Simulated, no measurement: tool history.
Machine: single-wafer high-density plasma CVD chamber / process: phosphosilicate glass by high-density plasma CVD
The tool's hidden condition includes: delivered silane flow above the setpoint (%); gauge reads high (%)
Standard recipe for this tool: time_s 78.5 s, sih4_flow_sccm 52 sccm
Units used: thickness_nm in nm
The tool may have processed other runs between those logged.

run	day	time_s	sih4_flow_sccm	wafers since the last listed run	hours since the silane flow controller was replaced	hours since the gauge calibration	read-back reference wafer on the same gauge, thickness_nm	thickness_nm
1	0	78.5	52	0	3268.1	289.7	404.938	335.426
2	0.717	78.5	52	274	3285.3	306.9	405.266	337.114
3	1.712	78.5	52	381	3309.2	330.8	405.07	335.871
4	2.317	78.5	52	231	3323.7	345.3	404.879	338.086
5	3.583	78.5	52	485	3354.1	375.7	404.818	335.543
6	4.671	78.5	52	416	3380.2	401.8	405.026	335.074
7	5.442	78.5	52	295	3398.7	420.3	404.976	338.191
8	5.958	69.4	47	198	3411.1	432.7	405.475	269.552
9	7.425	69.4	47	562	3446.3	467.9	405.057	267.921
10	8.312	69.4	47	340	3467.6	489.2	404.978	269.903
11	8.9	72.6	57	225	3481.7	503.3	405.038	339.396
12	9.829	72.6	57	356	3504	525.6	405.078	340.483
13	10.621	72.6	57	303	3523	544.6	404.786	339.833
14	11.558	78.5	52	359	3545.5	567.1	404.533	334.408
15	13.046	78.5	52	570	3581.2	602.8	404.842	335.148
16	13.642	78.5	52	228	3595.5	617.1	404.824	336.603
17	14.646	78.5	52	384	3619.6	641.2	405.138	335.795
18	15.562	78.5	52	351	3641.6	663.2	404.714	335.826
19	16.804	78.5	52	475	3671.4	693	405.106	335.329
20	17.717	78.5	60	349	3693.3	714.9	405.161	385.096
21	18.238	78.5	60	199	3705.8	727.4	405.256	385.226
22	19.6	78.5	52	522	3738.5	760.1	404.815	335.196
23	20.154	78.5	42	212	3751.8	773.4	404.806	273.132
24	20.954	88.3	57	306	3771	792.6	405.072	411.498
25	22.296	78.5	52	514	3803.2	824.8	405.046	335.134
# day 23.238: gauge calibrated
26	23.583	90.1	58	493	3834.1	8.3	405.316	427.321
# day 24.142: silane flow controller replaced
27	24.588	65.5	60	257	10.7	32.4	404.842	337.603
28	25.704	78.5	49	427	37.5	59.2	404.645	332.507
29	26.775	78.5	55	410	63.2	84.9	405.44	371.683
30	28.021	72.2	45	477	93.1	114.8	405.304	280.817

Expected results for the next run?
31	29.112	78.5	52	418	119.3	141	?	?

Run 31 produced read-back reference wafer on the same gauge, thickness_nm 404.984, thickness_nm 350.562 nm.
If the tool had no hidden condition, the same run with the same run-to-run variation would have returned thickness_nm 353.551 nm.

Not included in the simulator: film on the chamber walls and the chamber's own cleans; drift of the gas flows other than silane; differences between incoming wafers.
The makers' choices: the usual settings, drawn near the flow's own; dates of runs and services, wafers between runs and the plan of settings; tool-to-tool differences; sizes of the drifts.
